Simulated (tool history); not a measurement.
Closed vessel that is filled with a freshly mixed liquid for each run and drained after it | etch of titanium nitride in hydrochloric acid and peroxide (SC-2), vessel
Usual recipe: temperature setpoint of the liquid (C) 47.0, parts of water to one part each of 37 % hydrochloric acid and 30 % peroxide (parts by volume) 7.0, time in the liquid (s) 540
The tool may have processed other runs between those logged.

run,hour,temperature setpoint of the liquid (C),parts of water to one part each of 37 % hydrochloric acid and 30 % peroxide (parts by volume),time in the liquid (s),"read-back film thickness of the titanium nitride reference wafer, read on the same gauge (nm)",thickness taken off the titanium nitride on a monitor wafer (angstrom)
1,0.0,44.0,7.0,540,49.98,160.7
2,49.5,44.0,7.0,540,50.03,162.3
3,130.6,47.0,7.0,540,50.01,195.0
4,204.6,47.0,7.0,540,49.96,194.1
5,295.8,47.0,7.0,540,49.98,192.5
# hour 301.3: new drum of peroxide connected
6,370.6,47.0,7.0,540,49.99,205.7
7,423.4,47.0,7.0,540,49.98,203.6
8,465.7,47.0,8.5,540,50.01,173.1
9,572.6,47.0,8.5,540,49.99,171.3
10,623.5,54.0,7.0,370,50.01,220.2
# hour 627.6: gauge calibrated
11,667.8,47.0,7.0,540,49.95,198.6
12,728.0,53.5,5.5,235,50.04,160.5
# hour 737.0: chemicals flow meter replaced
# hour 791.5: thermometer replaced
13,798.5,40.0,5.0,750,50.00,216.2
14,873.6,47.0,4.0,295,50.05,161.9
15,944.7,51.5,4.0,335,50.07,245.9
16,992.4,47.0,7.0,540,50.00,194.7
17,1058.3,47.0,6.0,540,49.99,216.3
# hour 1111.6: new drum of peroxide connected
18,1164.4,47.0,5.5,540,50.01,245.8
19,1254.2,37.5,4.0,410,49.94,120.5
20,1342.4,47.0,7.0,540,49.94,202.6
21,1434.8,38.5,7.0,540,50.02,109.8
22,1518.1,47.0,7.0,540,50.02,199.0
23,1597.4,47.0,7.0,430,50.02,158.9
24,1655.2,47.0,7.0,400,50.01,147.3
25,1709.4,47.0,8.0,705,49.99,231.3
26,1772.6,57.0,7.0,540,50.00,375.1
# hour 1836.5: new drum of peroxide connected
27,1852.0,47.0,9.0,375,49.98,116.1
28,1901.7,43.5,4.0,370,49.94,165.0

How would selected steps in thickness taken off the titanium nitride on a monitor wafer (angstrom) from run to run divide? Give the signed amount a tool lacking its hidden state would still show from settings, what came in and random variation, and the signed amount left for the hidden state, including any gauge scatter that is not in both of the compared results.
Hidden state present: liquid hotter than its thermometer reads (K); chemicals flow below the setpoint (%); peroxide weaker than its label (%); gauge reads high (%).
Run 17 -> 18: parts of water to one part each of 37 % hydrochloric acid and 30 % peroxide (parts by volume) 6.0 -> 5.5, new drum of peroxide connected. thickness taken off the titanium nitride on a monitor wafer (angstrom) +29.5: hidden state +13.9, all else +15.6.
Run 25 -> 26: temperature setpoint of the liquid (C) 47.0 -> 57.0, parts of water to one part each of 37 % hydrochloric acid and 30 % peroxide (parts by volume) 8.0 -> 7.0, time in the liquid (s) 705 -> 540. thickness taken off the titanium nitride on a monitor wafer (angstrom) +143.8: hidden state -10.5, all else +154.3.
Run 26 -> 27: temperature setpoint of the liquid (C) 57.0 -> 47.0, parts of water to one part each of 37 % hydrochloric acid and 30 % peroxide (parts by volume) 7.0 -> 9.0, time in the liquid (s) 540 -> 375, new drum of peroxide connected. thickness taken off the titanium nitride on a monitor wafer (angstrom) -259.0: hidden state +23.2, all else -282.2.

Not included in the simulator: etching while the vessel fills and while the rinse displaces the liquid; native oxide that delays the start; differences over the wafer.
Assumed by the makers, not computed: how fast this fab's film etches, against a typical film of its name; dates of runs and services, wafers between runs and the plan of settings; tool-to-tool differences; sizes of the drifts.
